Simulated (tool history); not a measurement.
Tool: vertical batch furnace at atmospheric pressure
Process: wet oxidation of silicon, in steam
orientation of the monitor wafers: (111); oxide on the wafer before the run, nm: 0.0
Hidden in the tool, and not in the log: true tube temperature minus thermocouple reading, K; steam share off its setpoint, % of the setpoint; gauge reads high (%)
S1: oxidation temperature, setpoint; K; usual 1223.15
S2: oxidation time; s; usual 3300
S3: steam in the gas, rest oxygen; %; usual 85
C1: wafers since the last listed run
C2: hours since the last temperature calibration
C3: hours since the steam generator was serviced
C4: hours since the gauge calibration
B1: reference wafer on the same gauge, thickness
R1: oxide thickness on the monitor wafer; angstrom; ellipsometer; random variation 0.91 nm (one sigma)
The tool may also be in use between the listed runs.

run   hour       S1    S2  S3   C1      C2      C3     C4      B1      R1
  1      0  1223.15  3300  85    0  2995.5  1041.3   36.2  332.98  3045.2
  2    9.1  1223.15  3300  85   91  3004.6  1050.4   45.3  332.99  3029.3
  3     20  1223.15  3300  85  109  3015.5  1061.3   56.2  332.94  3031.9
  4     29  1209.15  3300  85   90  3024.5  1070.3   65.2  333.07  2690.3
  5   47.7  1209.15  3300  85  187  3043.2    1089   83.9  332.78  2697.2
  6     58  1209.15  3300  85  103  3053.5  1099.3   94.2  332.86  2697.1
  7   73.4  1223.15  3300  85  154  3068.9  1114.7  109.6   333.1  3008.1
  8   86.2  1223.15  3300  85  128  3081.7  1127.5  122.4  332.95  3008.8
  9    103  1223.15  3300  85  168  3098.5  1144.3  139.2  333.06    3023
 10  111.1  1223.15  3300  85   81  3106.6  1152.4  147.3  333.21  3009.7
 11  122.9  1223.15  3300  85  118  3118.4  1164.2  159.1  333.08  3015.1
 12  132.4  1223.15  2070  85   95  3127.9  1173.7  168.6  333.03  2132.9
 13  151.4  1223.15  2070  85  190  3146.9  1192.7  187.6  333.12  2118.1
 14  193.3  1223.15  2070  85  421  3188.8  1234.6  229.5  333.14  2115.7
 15  203.8  1223.15  3300  85  105  3199.3  1245.1    240  333.04  2976.5
 16  210.9  1223.15  3300  85   71  3206.4  1252.2  247.1  332.81    2984
 17  218.9  1223.15  3300  85   80  3214.4  1260.2  255.1  332.97  2972.4
 18  233.1  1223.15  3300  85  142  3228.6  1274.4  269.3  333.22  2966.4
 19  239.7  1223.15  4470  85   66  3235.2    1281  275.9  333.04  3689.5
 20  255.7  1237.15  3300  88  160  3251.2    1297  291.9  333.14  3424.7
 21  273.7  1200.15  2280  76  180  3269.2    1315  309.9  333.09  1659.1
 22  283.2  1223.15  3300  85   95  3278.7  1324.5  319.4  333.05  2970.1
     311.1  -- thermocouples replaced and temperature profile calibrated
     331.1  -- steam generator serviced
 23  331.6  1210.15  2250  85   44    20.5     0.5  367.8   332.8  2116.9
 24  336.1  1223.15  1950  85   45      25       5  372.3  332.84  2138.2
 25  340.7  1240.15  4290  89   46    29.6     9.6  376.9  333.07  4393.1
 26  349.3  1223.15  3300  85   86    38.2    18.2  385.5  332.91  3145.2
 27  360.4  1240.15  2670  80  111    49.3    29.3  396.6  333.09    2979
 28  379.3  1213.15  3300  85  189    68.2    48.2  415.5  332.98  2903.2
     389.2  -- gauge calibrated
 29  396.4  1223.15  3300  85  171    85.3    65.3    7.2  333.04  3161.7
 30  409.9  1238.15  3300  77  135    98.8    78.8   20.7  332.99  3296.6
 31    418  1214.15  3300  81   81   106.9    86.9   28.8  332.88  2828.5
 32  428.8  1223.15  3300  85  108   117.7    97.7   39.6  332.76  3158.2
 33    442  1223.15  3300  77  132   130.9   110.9   52.8  332.92  2925.2
 34  476.8  1231.15  4110  85  349   165.7   145.7   87.6  333.11    3911
 35  489.2  1216.15  3300  85  124   178.1   158.1    100  333.04  2972.6
 36  506.1  1223.15  1800  74  169     195     175  116.9  332.95  1800.8
 37  524.8  1240.15  2130  97  187   213.7   193.7  135.6     333  2894.6
 38  535.2  1223.15  1980  85  104   224.1   204.1    146  332.98  2150.5

Hidden state at the last listed run before each entry between runs and at the first one after, where it differs:
Between runs 22 and 23: thermocouples replaced and temperature profile calibrated (hour 311.1); steam generator serviced (hour 331.1)
  steam share off its setpoint, % of the setpoint: -9.6 -> -1.36
  measured less the result without the state, R1: -223.5 -> -22.6 angstrom
Between runs 28 and 29: gauge calibrated (hour 389.2)
  steam share off its setpoint, % of the setpoint: -1.37 -> -1.38
  measured less the result without the state, R1: -29.6 -> -31.5 angstrom
